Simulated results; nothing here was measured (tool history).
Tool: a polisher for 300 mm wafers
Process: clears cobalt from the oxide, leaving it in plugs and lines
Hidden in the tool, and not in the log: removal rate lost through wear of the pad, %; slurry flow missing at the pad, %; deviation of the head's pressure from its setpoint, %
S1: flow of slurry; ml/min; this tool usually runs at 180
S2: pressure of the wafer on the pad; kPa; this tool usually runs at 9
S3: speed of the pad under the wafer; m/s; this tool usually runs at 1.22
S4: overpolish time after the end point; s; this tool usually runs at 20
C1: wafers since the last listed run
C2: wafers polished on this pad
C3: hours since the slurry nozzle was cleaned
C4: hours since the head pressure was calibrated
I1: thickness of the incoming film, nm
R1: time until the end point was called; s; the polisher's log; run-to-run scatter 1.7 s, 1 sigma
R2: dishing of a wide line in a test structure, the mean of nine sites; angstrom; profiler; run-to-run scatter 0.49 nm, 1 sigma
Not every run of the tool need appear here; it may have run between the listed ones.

Run 1, hour 0: usual settings but S1 200 ml/min; C1 0; C2 779; C3 528; C4 940.1; I1 407.3. Result: R1 103.1 s, R2 414 angstrom.
At hour 15.8: worn pad replaced by a new one.
Run 2, hour 16.3: usual settings but S1 200 ml/min; C1 115; C2 4; C3 544.3; C4 956.4; I1 392.1. Result: R1 89.1 s, R2 440 angstrom.
Run 3, hour 25.2: usual settings but S1 200 ml/min; C1 83; C2 88; C3 553.2; C4 965.3; I1 403.4. Result: R1 89.4 s, R2 430 angstrom.
Run 4, hour 37.2: usual settings but S3 1.5 m/s, S4 15 s; C1 112; C2 200; C3 565.2; C4 977.3; I1 399.2. Result: R1 79.1 s, R2 412 angstrom.
Run 5, hour 51.3: usual settings but S3 1.5 m/s, S4 15 s; C1 132; C2 333; C3 579.3; C4 991.4; I1 399.9. Result: R1 77.8 s, R2 408 angstrom.
Run 6, hour 59.8: usual settings but S3 0.94 m/s; C1 79; C2 412; C3 587.8; C4 999.9; I1 400.4. Result: R1 125 s, R2 363 angstrom.
Run 7, hour 67.8: usual settings; C1 75; C2 487; C3 595.8; C4 1007.9; I1 398.2. Result: R1 101.7 s, R2 421 angstrom.
Run 8, hour 75.1: usual settings; C1 68; C2 556; C3 603.1; C4 1015.2; I1 404.3. Result: R1 100.9 s, R2 414 angstrom.
Run 9, hour 86.4: usual settings but S3 1.32 m/s, S4 29 s; C1 106; C2 662; C3 614.4; C4 1026.5; I1 403.4. Result: R1 96.6 s, R2 476 angstrom.
Run 10, hour 101.1: usual settings but S3 1.32 m/s, S4 29 s; C1 137; C2 800; C3 629.1; C4 1041.2; I1 394.3. Result: R1 93.7 s, R2 494 angstrom.
Run 11, hour 111.6: usual settings but S3 1.32 m/s, S4 29 s; C1 98; C2 898; C3 639.6; C4 1051.7; I1 398. Result: R1 96.7 s, R2 477 angstrom.
At hour 118.3: worn pad replaced by a new one.
Run 12, hour 125.3: usual settings; C1 91; C2 65; C3 653.3; C4 1065.4; I1 394.4. Result: R1 91.3 s, R2 425 angstrom.
Run 13, hour 143.3: usual settings; C1 168; C2 234; C3 671.3; C4 1083.4; I1 407.6. Result: R1 102.1 s, R2 414 angstrom.
Run 14, hour 160.8: usual settings; C1 164; C2 398; C3 688.8; C4 1100.9; I1 402.4. Result: R1 100.5 s, R2 406 angstrom.
Run 15, hour 175: usual settings; C1 133; C2 531; C3 703; C4 1115.1; I1 398.1. Result: R1 100.1 s, R2 423 angstrom.
Run 16, hour 189: usual settings; C1 131; C2 663; C3 717; C4 1129.1; I1 401.8. Result: R1 106.3 s, R2 419 angstrom.
At hour 199.8: slurry nozzle cleaned.
Run 17, hour 206.6: usual settings; C1 155; C2 818; C3 6.8; C4 1146.7; I1 400.6. Result: R1 104.1 s, R2 412 angstrom.
At hour 213.2: worn pad replaced by a new one.
Run 18, hour 215.6: usual settings but S1 235 ml/min, S2 5.5 kPa, S4 10 s; C1 46; C2 22; C3 15.8; C4 1155.7; I1 403.9. Result: R1 142.6 s, R2 221 angstrom.
Run 19, hour 221.8: usual settings but S3 1.32 m/s, S4 29 s; C1 58; C2 80; C3 22; C4 1161.9; I1 394. Result: R1 85.7 s, R2 480 angstrom.
Run 20, hour 231.3: usual settings but S3 1.54 m/s, S4 27 s; C1 89; C2 170; C3 31.5; C4 1171.4; I1 403.8. Result: R1 78.7 s, R2 493 angstrom.
Run 21, hour 245.4: usual settings but S1 235 ml/min, S2 11 kPa, S3 1.44 m/s, S4 28 s; C1 132; C2 302; C3 45.6; C4 1185.5; I1 398.3. Result: R1 66.4 s, R2 511 angstrom.
At hour 250.1: head pressure recalibrated.
Run 22, hour 261.2: usual settings but S1 210 ml/min, S3 1.48 m/s; C1 129; C2 431; C3 61.4; C4 11.1; I1 409.4. Result: R1 85.5 s, R2 450 angstrom.
Run 23, hour 274.4: usual settings but S3 1.5 m/s, S4 15 s; C1 123; C2 555; C3 74.6; C4 24.3; I1 405.5. Result: R1 84.7 s, R2 391 angstrom.
Run 24, hour 281.9: usual settings; C1 70; C2 626; C3 82.1; C4 31.8; I1 394.7. Result: R1 102.3 s, R2 404 angstrom.
Run 25, hour 293.6: usual settings; C1 109; C2 735; C3 93.8; C4 43.5; I1 397.6. Result: R1 103.1 s, R2 408 angstrom.
At hour 311.2: worn pad replaced by a new one.
Run 26, hour 311.7: usual settings but S1 130 ml/min, S2 11.7 kPa, S3 0.94 m/s, S4 10 s; C1 132; C2 5; C3 111.9; C4 61.6; I1 406.3. Result: R1 96.2 s, R2 286 angstrom.
Run 27, hour 323.2: usual settings; C1 107; C2 112; C3 123.4; C4 73.1; I1 400. Result: R1 93.3 s, R2 428 angstrom.
Run 28, hour 331.1: usual settings but S1 145 ml/min; C1 74; C2 187; C3 131.3; C4 81; I1 403.4. Result: R1 99.7 s, R2 421 angstrom.
Run 29, hour 342.4: usual settings but S1 130 ml/min, S2 6.2 kPa, S4 11 s; C1 106; C2 293; C3 142.6; C4 92.3; I1 397.9. Result: R1 147.4 s, R2 221 angstrom.
Run 30, hour 357.9: usual settings but S1 205 ml/min, S2 8.3 kPa; C1 145; C2 438; C3 158.1; C4 107.8; I1 395.7. Result: R1 105.3 s, R2 405 angstrom.
Run 31, hour 365.7: usual settings but S1 150 ml/min, S2 7.6 kPa, S3 1.42 m/s; C1 73; C2 511; C3 165.9; C4 115.6; I1 396.7. Result: R1 104.1 s, R2 403 angstrom.
Run 32, hour 376.2: usual settings; C1 98; C2 610; C3 176.4; C4 126.1; I1 398.2. Result: R1 102.5 s, R2 417 angstrom.
Run 33, hour 387.5: usual settings but S1 125 ml/min, S2 6.2 kPa, S4 31 s; C1 106; C2 716; C3 187.7; C4 137.4; I1 397.2. Result: R1 161.8 s, R2 408 angstrom.
Run 34, hour 394.9: usual settings; C1 69; C2 785; C3 195.1; C4 144.8; I1 399.3. Result: R1 101.9 s, R2 408 angstrom.

Here are 4 independent what-if runs from the current tool condition. What would each one return?
Run A, hour 395.4: usual settings but S4 17 s; C1 4; C2 790; C3 195.6; C4 145.3; I1 397.1. Result: R1 ?, R2 ?.
Run B, hour 395.4: usual settings but S1 230 ml/min, S2 7.6 kPa, S3 0.86 m/s, S4 14 s; C1 4; C2 790; C3 195.6; C4 145.3; I1 397.1. Result: R1 ?, R2 ?.
Run C, hour 395.4: usual settings but S2 10.3 kPa; C1 4; C2 790; C3 195.6; C4 145.3; I1 397.1. Result: R1 ?, R2 ?.
Run D, hour 395.4: usual settings but S2 7.6 kPa; C1 4; C2 790; C3 195.6; C4 145.3; I1 397.1. Result: R1 ?, R2 ?.

run     R1   R2
  A  106.6  390
  B  172.7  258
  C   92.4  445
  D    126  390
What these runs would have given with no unlogged condition in the tool:
run     R1   R2
  A   93.1  416
  B  150.8  284
  C   80.7  467
  D    110  416
